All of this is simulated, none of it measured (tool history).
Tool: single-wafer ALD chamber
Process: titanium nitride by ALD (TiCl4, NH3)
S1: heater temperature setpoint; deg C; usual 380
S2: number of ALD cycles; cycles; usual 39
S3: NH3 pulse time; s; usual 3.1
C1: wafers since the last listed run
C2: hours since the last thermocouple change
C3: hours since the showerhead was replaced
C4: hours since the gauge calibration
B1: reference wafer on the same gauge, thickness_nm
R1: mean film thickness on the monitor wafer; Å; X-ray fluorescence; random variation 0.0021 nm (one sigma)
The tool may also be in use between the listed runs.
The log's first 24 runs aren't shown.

run    hour   S1  S2    S3   C1     C2     C3     C4     B1     R1
 25   721.2  380  39  1.93  106  161.9  372.4   94.1  0.754   8.16
 26   748.8  376  39   3.1  102  189.5    400  121.7  0.755   8.33
 27   773.1  372  46  4.32   90  213.8  424.3    146  0.756   9.96
 28   787.8  380  32   3.1   54  228.5    439  160.7  0.756   6.85
 29   805.1  380  39   3.1   64  245.8  456.3    178  0.757    8.4
 30   829.2  370  34   3.1   89  269.9  480.4  202.1  0.756   7.27
 31   864.1  380  39   3.1  129  304.8  515.3    237  0.758   8.36
 32   886.3  391  44   3.1   82    327  537.5  259.2  0.759    9.5
 33   904.8  380  39  2.03   68  345.5    556  277.7  0.758   8.25
 34   932.2  380  39   3.1  101  372.9  583.4  305.1  0.758   8.42
 35  1011.2  370  42  3.79  293  451.9  662.4  384.1  0.758   9.07
 36  1033.9  387  39   3.1   84  474.6  685.1  406.8  0.759   8.42
 37    1069  394  42  2.05  130  509.7  720.2  441.9   0.76   8.97
 38  1083.5  372  34  4.06   53  524.2  734.7  456.4  0.761    7.4
 39  1118.4  394  47   3.1  129  559.1  769.6  491.3   0.76  10.24
 40  1146.4  380  39  4.11  104  587.1  797.6  519.3  0.762    8.5

Forecast each of these 4 alternatives for the next run:
  A  1146.9  380  37   3.1   1  587.6  798.1  519.8   ?   ?
  B  1146.9  393  34   3.1   1  587.6  798.1  519.8   ?   ?
  C  1146.9  380  43  2.49   1  587.6  798.1  519.8   ?   ?
  D  1146.9  393  36  4.27   1  587.6  798.1  519.8   ?   ?

run     B1    R1
  A  0.761  8.03
  B  0.761  7.42
  C  0.761  9.23
  D  0.761  7.95
Without the tool's hidden state the same runs would have given:
run    R1
  A  7.94
  B  7.35
  C  9.13
  D  7.86
